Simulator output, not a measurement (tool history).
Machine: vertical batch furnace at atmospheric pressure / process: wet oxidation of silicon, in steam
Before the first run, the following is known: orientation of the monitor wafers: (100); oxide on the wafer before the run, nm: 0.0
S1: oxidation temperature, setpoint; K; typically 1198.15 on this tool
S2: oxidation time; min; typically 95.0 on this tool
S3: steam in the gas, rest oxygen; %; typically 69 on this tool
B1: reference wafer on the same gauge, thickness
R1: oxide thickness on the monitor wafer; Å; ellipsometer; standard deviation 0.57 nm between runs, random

{"run": 1, "hour": 0.0, "S1": 1198.15, "S2": 95.0, "S3": 72, "B1": 227.87, "R1": 2115.6}
{"run": 2, "hour": 32.2, "S1": 1198.15, "S2": 95.0, "S3": 72, "B1": 228.03, "R1": 2129.0}
{"run": 3, "hour": 91.6, "S1": 1210.15, "S2": 95.0, "S3": 69, "B1": 228.11, "R1": 2312.1}
{"run": 4, "hour": 149.7, "S1": 1210.15, "S2": 95.0, "S3": 69, "B1": 227.97, "R1": 2308.6}
{"run": 5, "hour": 206.8, "S1": 1210.15, "S2": 95.0, "S3": 69, "B1": 228.09, "R1": 2315.2}
{"run": 6, "hour": 273.5, "S1": 1211.15, "S2": 95.0, "S3": 69, "B1": 227.87, "R1": 2333.2}
{"run": 7, "hour": 301.8, "S1": 1211.15, "S2": 95.0, "S3": 69, "B1": 228.06, "R1": 2324.7}
{"run": 8, "hour": 345.3, "S1": 1211.15, "S2": 95.0, "S3": 69, "B1": 227.96, "R1": 2335.8}
{"run": 9, "hour": 428.9, "S1": 1213.15, "S2": 95.0, "S3": 65, "B1": 227.96, "R1": 2267.5}
{"hour": 630.4, "done": "gauge calibrated"}
{"run": 10, "hour": 644.5, "S1": 1198.15, "S2": 62.0, "S3": 69, "B1": 228.08, "R1": 1438.6}
{"run": 11, "hour": 692.5, "S1": 1198.15, "S2": 62.0, "S3": 69, "B1": 228.0, "R1": 1431.5}
{"run": 12, "hour": 734.2, "S1": 1198.15, "S2": 95.0, "S3": 69, "B1": 228.08, "R1": 2062.8}
{"run": 13, "hour": 799.2, "S1": 1198.15, "S2": 95.0, "S3": 69, "B1": 228.01, "R1": 2051.0}
{"run": 14, "hour": 827.7, "S1": 1198.15, "S2": 95.0, "S3": 69, "B1": 228.06, "R1": 2063.4}
{"hour": 872.1, "done": "thermocouples replaced and temperature profile calibrated"}
{"run": 15, "hour": 883.3, "S1": 1218.15, "S2": 137.5, "S3": 74, "B1": 227.99, "R1": 3390.9}
{"run": 16, "hour": 913.3, "S1": 1175.15, "S2": 52.0, "S3": 75, "B1": 227.9, "R1": 959.1}
{"hour": 1000.4, "done": "steam generator serviced"}
{"run": 17, "hour": 1000.9, "S1": 1198.15, "S2": 140.0, "S3": 69, "B1": 227.96, "R1": 2730.0}
{"run": 18, "hour": 1020.0, "S1": 1198.15, "S2": 140.5, "S3": 69, "B1": 227.94, "R1": 2748.8}
{"run": 19, "hour": 1083.2, "S1": 1215.15, "S2": 95.0, "S3": 69, "B1": 227.89, "R1": 2369.4}

Run 20 is up next; what results do you expect?
{"run": 20, "hour": 1135.9, "S1": 1198.15, "S2": 95.0, "S3": 69, "B1": "?", "R1": "?"}

{"run 20": {"B1": 228.12, "R1": 2019.3}}
Without the tool's hidden state the same run would have given R1 1989.2 Å.
